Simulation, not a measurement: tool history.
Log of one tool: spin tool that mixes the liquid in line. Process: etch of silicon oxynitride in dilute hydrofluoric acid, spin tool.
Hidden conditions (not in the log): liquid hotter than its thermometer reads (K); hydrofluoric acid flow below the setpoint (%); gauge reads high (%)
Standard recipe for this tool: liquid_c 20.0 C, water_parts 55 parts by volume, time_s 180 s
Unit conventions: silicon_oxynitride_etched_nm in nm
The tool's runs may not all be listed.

run,day,liquid_c,water_parts,time_s,wafers since the last listed run,hours since the thermometer was replaced,hours since the hydrofluoric acid flow meter was replaced,hours since the gauge calibration,"read-back film thickness of the silicon oxynitride reference wafer, read on the same gauge (nm)",silicon_oxynitride_etched_nm
1,0.000,20.0,55,180,0,1329.2,848.6,553.7,69.96,6.65
2,1.817,20.0,55,180,231,1372.8,892.2,597.3,70.01,6.65
3,4.775,20.0,55,180,377,1443.8,963.2,668.3,70.04,6.53
4,13.488,20.0,50,95,1111,1652.9,1172.3,877.4,69.99,3.81
5,15.738,20.0,55,180,287,1706.9,1226.3,931.4,70.06,6.46
6,17.329,20.0,55,180,203,1745.1,1264.5,969.6,69.99,6.46
7,19.150,20.0,55,180,232,1788.8,1308.2,1013.3,70.01,6.48
8,20.342,20.0,70,180,152,1817.4,1336.8,1041.9,70.00,5.07
9,22.442,20.0,70,180,267,1867.8,1387.2,1092.3,69.96,5.08
# day 22.492: gauge calibrated
10,23.846,20.0,55,180,179,1901.5,1420.9,32.5,70.04,6.47
11,25.683,17.0,55,285,234,1945.6,1465.0,76.6,69.97,8.67
12,27.717,20.0,50,95,259,1994.4,1513.8,125.4,70.01,3.75
13,29.812,17.0,55,285,267,2044.7,1564.1,175.7,70.05,8.67
# day 30.142: hydrofluoric acid flow meter replaced
# day 30.733: thermometer replaced
14,32.179,17.0,80,95,291,34.7,48.9,232.5,69.99,2.08
15,34.788,18.0,35,215,332,97.3,111.5,295.1,69.99,11.74
16,35.842,17.0,30,180,134,122.6,136.8,320.4,70.01,10.80
17,37.275,20.0,65,180,182,157.0,171.2,354.8,69.98,5.68
18,39.304,20.0,55,180,258,205.7,219.9,403.5,70.00,6.76
19,41.912,21.5,45,180,332,268.3,282.5,466.1,70.02,9.04
20,43.667,20.0,65,280,223,310.4,324.6,508.2,70.01,8.86
21,46.112,17.0,25,180,312,369.1,383.3,566.9,70.02,12.80

Branching from run 21: 4 alternative next runs. What would each branch give?
A,46.133,17.5,55,180,2,369.6,383.8,567.4,?,?
B,46.133,20.0,40,180,2,369.6,383.8,567.4,?,?
C,46.133,20.0,75,280,2,369.6,383.8,567.4,?,?
D,46.133,21.5,55,80,2,369.6,383.8,567.4,?,?

run,"read-back film thickness of the silicon oxynitride reference wafer, read on the same gauge (nm)",silicon_oxynitride_etched_nm
A,70.01,5.98
B,70.01,9.43
C,70.01,7.63
D,70.01,3.25
The same runs, with their run-to-run variation unchanged, on a tool lacking any hidden condition would have given:
run,silicon_oxynitride_etched_nm
A,6.16
B,9.71
C,7.86
D,3.35
